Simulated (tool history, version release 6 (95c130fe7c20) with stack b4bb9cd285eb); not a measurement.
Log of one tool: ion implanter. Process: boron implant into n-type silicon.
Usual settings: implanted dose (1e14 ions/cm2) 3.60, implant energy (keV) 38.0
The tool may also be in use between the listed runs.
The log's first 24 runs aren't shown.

run   hour  implanted dose (1e14 ions/cm2)  implant energy (keV)  wafers since the last listed run  hours since the last dose calibration  hours since the extraction supply was calibrated  hours since the gauge calibration  read-back reference wafer on the same gauge, sheet resistance  sheet resistance of the implanted and annealed layer (ohm/square)
 25  315.0                            4.13                  45.0                               106                                   41.4                                               5.5                               93.6                                                         277.87                                                             222.07
 26  360.7                            2.72                  28.0                               976                                   87.1                                              51.2                              139.3                                                         277.95                                                             323.10
 27  369.2                            3.60                  38.0                               181                                   95.6                                              59.7                              147.8                                                         278.03                                                             251.92
 28  384.3                            3.28                  25.5                               322                                  110.7                                              74.8                              162.9                                                         277.99                                                             282.33
 29  399.2                            3.07                  38.0                               318                                  125.6                                              89.7                              177.8                                                         278.07                                                             284.91
 30  405.4                            4.45                  38.0                               132                                  131.8                                              95.9                              184.0                                                         278.00                                                             213.67
 31  414.2                            3.10                  38.0                               188                                  140.6                                             104.7                              192.8                                                         277.97                                                             283.52
 32  428.1                            4.68                  43.5                               296                                  154.5                                             118.6                              206.7                                                         277.94                                                             202.88
 33  439.6                            2.80                  45.0                               245                                  166.0                                             130.1                              218.2                                                         277.92                                                             300.43
 34  448.9                            3.60                  49.0                               198                                  175.3                                             139.4                              227.5                                                         277.98                                                             246.32
 35  460.8                            3.96                  31.5                               254                                  187.2                                             151.3                              239.4                                                         278.01                                                             239.05

Run 36 comes next. What will it give?
 36  478.8                            3.60                  38.0                               384                                  205.2                                             169.3                              257.4                                                              ?                                                                  ?

read-back reference wafer on the same gauge, sheet resistance: 277.94
sheet resistance of the implanted and annealed layer (ohm/square): 253.83
Without the tool's hidden state the same run would have given sheet resistance of the implanted and annealed layer (ohm/square) 250.82.
